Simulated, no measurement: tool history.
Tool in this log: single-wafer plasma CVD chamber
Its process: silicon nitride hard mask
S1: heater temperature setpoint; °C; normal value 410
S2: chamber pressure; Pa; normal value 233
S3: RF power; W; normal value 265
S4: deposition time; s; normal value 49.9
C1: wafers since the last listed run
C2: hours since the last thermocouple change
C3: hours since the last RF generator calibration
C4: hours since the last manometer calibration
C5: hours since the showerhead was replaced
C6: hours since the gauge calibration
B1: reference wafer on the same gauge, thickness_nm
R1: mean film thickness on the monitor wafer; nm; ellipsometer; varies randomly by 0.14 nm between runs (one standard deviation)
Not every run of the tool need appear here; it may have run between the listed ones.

run    hour   S1   S2   S3    S4   C1      C2     C3      C4      C5     C6      B1      R1
  1       0  410  233  265  49.9    0   774.8  297.4   878.9  3693.7  523.4  53.187  53.139
  2    46.7  410  233  265  49.9  694   821.5  344.1   925.6  3740.4  570.1   53.15  53.141
       72.1  -- gauge calibrated
  3    85.3  410  233  265  49.9  574   860.1  382.7   964.2    3779   13.2  53.196  53.192
  4   137.4  410  233  265  49.9  774   912.2  434.8  1016.3  3831.1   65.3  53.193  53.468
  5   185.9  410  233  265  54.2  721   960.7  483.3  1064.8  3879.6  113.8  53.188  57.681
  6   216.7  410  233  265  49.9  458   991.5  514.1  1095.6  3910.4  144.6  53.198  52.846
  7   250.9  410  233  265  49.9  508  1025.7  548.3  1129.8  3944.6  178.8  53.201  52.814
  8   280.4  410  233  265  49.9  438  1055.2  577.8  1159.3  3974.1  208.3  53.232   53.09
  9   339.4  410  233  265  49.9  877  1114.2  636.8  1218.3  4033.1  267.3  53.198  52.941
      381.6  -- thermocouple changed; heater temperature recalibrated
 10   410.9  410  233  265  49.9  944    29.3  708.3  1289.8  4104.6  338.8  53.199  52.924
 11   464.5  410  233  265  49.9  797    82.9  761.9  1343.4  4158.2  392.4  53.158  52.984
 12   529.9  410  187  300  44.5  972   148.3  827.3  1408.8  4223.6  457.8  53.175  47.086
 13   574.6  410  233  265  49.9  664     193    872  1453.5  4268.3  502.5  53.234  52.656
 14   608.2  410  233  265  49.9  499   226.6  905.6  1487.1  4301.9  536.1   53.27  52.662
        646  -- showerhead replaced
 15   647.8  410  273  265  49.9  469   266.2  945.2  1526.7     1.8  575.7  53.235  54.949
      673.6  -- gauge calibrated
      680.2  -- RF generator calibrated
      707.6  -- capacitance manometer re-zeroed and calibrated
 16   708.1  401  267  250    53  658   326.5   27.9     0.5    62.1   34.5   53.21  56.029
 17   765.1  410  233  265  49.9  847   383.5   84.9    57.5   119.1   91.5  53.192  52.454
 18     809  423  269  265  41.4  652   427.4  128.8   101.4     163  135.4  53.148  45.243
 19     844  410  197  305  40.8  520   462.4  163.8   136.4     198  170.4  53.178  44.241
 20   893.9  405  288  300  52.8  742   512.3  213.7   186.3   247.9  220.3   53.15  63.574
 21   953.1  417  249  305  54.3  880   571.5  272.9   245.5   307.1  279.5  53.182  63.433
 22  1012.4  405  288  265  43.8  881   630.8  332.2   304.8   366.4  338.8  53.197  49.235
 23  1041.5  414  233  265  49.9  432   659.9  361.3   333.9   395.5  367.9  53.151  52.973

What if the next run were any one of these 5? Each begins from the tool's condition after run 23:
  A  1041.9  400  233  265  49.9   5  660.3  361.7  334.3  395.9  368.3   ?   ?
  B  1041.9  401  200  215  49.9   5  660.3  361.7  334.3  395.9  368.3   ?   ?
  C  1041.9  410  252  265  49.9   5  660.3  361.7  334.3  395.9  368.3   ?   ?
  D  1041.9  410  289  225  56.8   5  660.3  361.7  334.3  395.9  368.3   ?   ?
  E  1041.9  402  233  265  41.9   5  660.3  361.7  334.3  395.9  368.3   ?   ?

run      B1      R1
  A  53.155  53.218
  B  53.155  44.795
  C  53.155  54.221
  D  53.155  58.155
  E  53.155  44.667
Without the tool's hidden state the same runs would have given:
run      R1
  A  52.679
  B   44.32
  C  53.696
  D  57.632
  E  44.215
